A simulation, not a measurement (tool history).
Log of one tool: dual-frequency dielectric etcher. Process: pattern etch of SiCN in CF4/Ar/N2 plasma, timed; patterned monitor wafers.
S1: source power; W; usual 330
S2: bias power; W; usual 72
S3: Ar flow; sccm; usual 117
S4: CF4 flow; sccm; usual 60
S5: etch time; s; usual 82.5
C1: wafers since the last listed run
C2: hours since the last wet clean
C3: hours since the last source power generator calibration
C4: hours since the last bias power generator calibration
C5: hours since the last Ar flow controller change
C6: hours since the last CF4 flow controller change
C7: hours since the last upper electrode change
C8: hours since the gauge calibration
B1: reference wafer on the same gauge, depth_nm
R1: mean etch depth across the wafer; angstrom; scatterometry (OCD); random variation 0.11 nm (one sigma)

run,hour,S1,S2,S3,S4,S5,C1,C2,C3,C4,C5,C6,C7,C8,B1,R1
1,0,400,72,117,60,64.5,0,590.3,90.4,1331,2487.9,2922,2633.5,484.3,53.6,481
# hour 8.7: CF4 flow controller replaced
# hour 11: gauge calibrated
# hour 26.8: wet clean of the chamber
2,27.3,330,72,117,60,82.5,45,0.5,117.7,1358.3,2515.2,18.6,2660.8,16.3,53.6,534
3,27.7,330,89,117,47,62,5,0.9,118.1,1358.7,2515.6,19,2661.2,16.7,53.6,417
4,28,400,80,91,60,105,4,1.2,118.4,1359,2515.9,19.3,2661.5,17,53.6,827
5,34.2,330,72,117,60,69,88,7.4,124.6,1365.2,2522.1,25.5,2667.7,23.2,53.6,447
6,43.2,250,79,93,60,82.5,129,16.4,133.6,1374.2,2531.1,34.5,2676.7,32.2,53.6,511
# hour 58.4: Ar flow controller replaced
7,68.7,410,57,117,69,94.5,279,41.9,159.1,1399.7,10.3,60,2702.2,57.7,53.6,650
8,84.1,390,72,105,60,82.5,220,57.3,174.5,1415.1,25.7,75.4,2717.6,73.1,53.6,598
9,90.2,330,72,117,60,82.5,87,63.4,180.6,1421.2,31.8,81.5,2723.7,79.2,53.6,534
10,103.3,290,72,117,54,74.5,187,76.5,193.7,1434.3,44.9,94.6,2736.8,92.3,53.6,448
11,112.6,330,79,117,60,82.5,133,85.8,203,1443.6,54.2,103.9,2746.1,101.6,53.6,555
# hour 133: bias power generator calibrated
# hour 147.9: upper electrode replaced
12,148.4,330,72,117,56,66,241,121.6,238.8,15.4,90,139.7,0.5,137.4,53.6,425
13,148.8,330,72,117,60,82.5,5,122,239.2,15.8,90.4,140.1,0.9,137.8,53.6,538
14,162.5,330,72,117,60,82.5,196,135.7,252.9,29.5,104.1,153.8,14.6,151.5,53.6,539
15,180.3,360,72,105,60,82.5,255,153.5,270.7,47.3,121.9,171.6,32.4,169.3,53.6,576
16,191.9,330,72,130,60,82.5,166,165.1,282.3,58.9,133.5,183.2,44,180.9,53.6,528
17,201,330,72,117,60,82.5,130,174.2,291.4,68,142.6,192.3,53.1,190,53.6,539
18,213.4,330,72,117,60,82.5,177,186.6,303.8,80.4,155,204.7,65.5,202.4,53.6,539
19,221.8,330,72,117,68,99,120,195,312.2,88.8,163.4,213.1,73.9,210.8,53.6,663
20,230.5,330,72,117,60,82.5,124,203.7,320.9,97.5,172.1,221.8,82.6,219.5,53.6,539
21,245.3,380,72,140,65,59.5,212,218.5,335.7,112.3,186.9,236.6,97.4,234.3,53.6,410

Forecast each of these 4 alternatives for the next run:
A,245.7,330,72,117,60,82.5,5,218.9,336.1,112.7,187.3,237,97.8,234.7,?,?
B,245.7,310,72,117,60,103,5,218.9,336.1,112.7,187.3,237,97.8,234.7,?,?
C,245.7,330,78,117,60,82.5,5,218.9,336.1,112.7,187.3,237,97.8,234.7,?,?
D,245.7,330,72,117,54,82.5,5,218.9,336.1,112.7,187.3,237,97.8,234.7,?,?

run,B1,R1
A,53.6,542
B,53.6,656
C,53.6,558
D,53.6,531
Without the tool's hidden state the same runs would have given:
run,R1
A,539
B,652
C,555
D,528
